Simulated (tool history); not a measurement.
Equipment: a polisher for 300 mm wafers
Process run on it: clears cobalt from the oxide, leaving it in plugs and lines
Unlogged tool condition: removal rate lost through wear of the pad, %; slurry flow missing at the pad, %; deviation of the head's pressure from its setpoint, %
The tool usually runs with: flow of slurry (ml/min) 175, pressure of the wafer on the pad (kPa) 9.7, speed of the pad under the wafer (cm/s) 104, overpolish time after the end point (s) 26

| run | hour | flow of slurry (ml/min) | pressure of the wafer on the pad (kPa) | speed of the pad under the wafer (cm/s) | overpolish time after the end point (s) | wafers since the last listed run | wafers polished on this pad | hours since the slurry nozzle was cleaned | hours since the head pressure was calibrated | incoming thickness of the incoming film, nm | time until the end point was called (s) | dishing of a wide line in a test structure (nm) |
|---|---|---|---|---|---|---|---|---|---|---|---|---|
| 1 | 0.0 | 175 | 9.7 | 104 | 26 | 0 | 123 | 412.4 | 352.8 | 318.6 | 89.0 | 52.2 |
| 2 | 16.8 | 175 | 9.7 | 104 | 26 | 199 | 322 | 429.2 | 369.6 | 320.1 | 89.8 | 54.3 |
| 3 | 35.1 | 175 | 9.7 | 104 | 26 | 217 | 540 | 447.5 | 387.9 | 323.7 | 93.8 | 53.1 |
| 4 | 70.7 | 175 | 9.7 | 80 | 19 | 423 | 963 | 483.1 | 423.5 | 322.8 | 113.0 | 38.5 |
| 5 | 95.7 | 175 | 9.7 | 104 | 26 | 297 | 1260 | 508.1 | 448.5 | 315.7 | 91.7 | 54.0 |
|  | 104.0 | worn pad replaced by a new one |
| 6 | 124.3 | 175 | 9.7 | 104 | 26 | 292 | 240 | 536.7 | 477.1 | 319.2 | 97.7 | 51.0 |
| 7 | 141.4 | 175 | 9.7 | 104 | 26 | 203 | 443 | 553.8 | 494.2 | 317.7 | 98.4 | 51.2 |
| 8 | 173.2 | 175 | 9.7 | 104 | 26 | 377 | 821 | 585.6 | 526.0 | 325.0 | 104.2 | 49.4 |
| 9 | 203.9 | 175 | 9.7 | 104 | 26 | 364 | 1186 | 616.3 | 556.7 | 324.7 | 104.5 | 49.6 |
|  | 235.7 | worn pad replaced by a new one, repeated, since the last time left the tool worse |
| 10 | 246.9 | 175 | 9.7 | 104 | 26 | 463 | 133 | 659.3 | 599.7 | 315.2 | 85.9 | 52.8 |
|  | 253.1 | head pressure recalibrated |
| 11 | 263.8 | 175 | 9.7 | 104 | 26 | 177 | 310 | 676.2 | 10.7 | 315.8 | 89.3 | 52.2 |
| 12 | 292.9 | 175 | 9.7 | 136 | 37 | 345 | 656 | 705.3 | 39.8 | 317.1 | 75.1 | 68.5 |
| 13 | 305.3 | 155 | 12.4 | 114 | 16 | 147 | 803 | 717.7 | 52.2 | 315.4 | 71.8 | 45.2 |
|  | 333.3 | worn pad replaced by a new one |
| 14 | 338.1 | 175 | 9.7 | 104 | 26 | 342 | 56 | 750.5 | 85.0 | 320.8 | 90.2 | 54.0 |
|  | 356.7 | slurry nozzle cleaned |
| 15 | 369.9 | 175 | 9.7 | 80 | 26 | 365 | 422 | 13.2 | 116.8 | 316.1 | 106.2 | 50.9 |
| 16 | 388.7 | 120 | 11.0 | 134 | 21 | 223 | 646 | 32.0 | 135.6 | 321.0 | 73.0 | 53.7 |
| 17 | 403.6 | 175 | 11.0 | 104 | 17 | 177 | 823 | 46.9 | 150.5 | 317.7 | 79.6 | 42.5 |
| 18 | 416.3 | 200 | 7.6 | 104 | 42 | 150 | 974 | 59.6 | 163.2 | 325.7 | 111.9 | 60.9 |
|  | 443.8 | worn pad replaced by a new one |
| 19 | 444.3 | 230 | 9.7 | 104 | 31 | 285 | 5 | 87.6 | 191.2 | 319.4 | 82.3 | 59.1 |
| 20 | 459.9 | 175 | 7.6 | 104 | 26 | 185 | 190 | 103.2 | 206.8 | 317.9 | 110.5 | 47.3 |
| 21 | 482.0 | 190 | 9.7 | 90 | 15 | 262 | 453 | 125.3 | 228.9 | 313.5 | 99.3 | 36.1 |
| 22 | 500.2 | 175 | 9.7 | 104 | 26 | 216 | 669 | 143.5 | 247.1 | 314.1 | 92.2 | 54.0 |
| 23 | 530.9 | 175 | 9.7 | 104 | 26 | 364 | 1034 | 174.2 | 277.8 | 320.7 | 92.6 | 51.6 |

Describe how what the log doesn't record of the tool's condition differs between the last listed run preceding each entry between runs and the first listed run following it.
After run 5, before run 6: worn pad replaced by a new one (hour 104.0)
  removal rate lost through wear of the pad, %: 5.91 -> 10
  difference, measured minus the result without the unlogged condition, time until the end point was called (s): +5.4 -> +9.8; dishing of a wide line in a test structure (nm): -1.7 -> -3.0
After run 9, before run 10: worn pad replaced by a new one, repeated, since the last time left the tool worse (hour 235.7)
  removal rate lost through wear of the pad, %: 14 -> 0.849
  difference, measured minus the result without the unlogged condition, time until the end point was called (s): +14.7 -> +0.7; dishing of a wide line in a test structure (nm): -4.3 -> -0.2
After run 10, before run 11: head pressure recalibrated (hour 253.1)
  removal rate lost through wear of the pad, %: 0.849 -> 1.7
  difference, measured minus the result without the unlogged condition, time until the end point was called (s): +0.7 -> +1.6; dishing of a wide line in a test structure (nm): -0.2 -> -0.4
After run 13, before run 14: worn pad replaced by a new one (hour 333.3)
  removal rate lost through wear of the pad, %: 3.79 -> 0.62
  difference, measured minus the result without the unlogged condition, time until the end point was called (s): +2.7 -> +0.6; dishing of a wide line in a test structure (nm): -1.1 -> -0.2
After run 14, before run 15: slurry nozzle cleaned (hour 356.7)
  removal rate lost through wear of the pad, %: 0.62 -> 2.22
  difference, measured minus the result without the unlogged condition, time until the end point was called (s): +0.6 -> +2.4; dishing of a wide line in a test structure (nm): -0.2 -> -0.7
After run 18, before run 19: worn pad replaced by a new one (hour 443.8)
  removal rate lost through wear of the pad, %: 4.55 -> 0.763
  difference, measured minus the result without the unlogged condition, time until the end point was called (s): +5.1 -> +0.6; dishing of a wide line in a test structure (nm): -1.2 -> -0.2

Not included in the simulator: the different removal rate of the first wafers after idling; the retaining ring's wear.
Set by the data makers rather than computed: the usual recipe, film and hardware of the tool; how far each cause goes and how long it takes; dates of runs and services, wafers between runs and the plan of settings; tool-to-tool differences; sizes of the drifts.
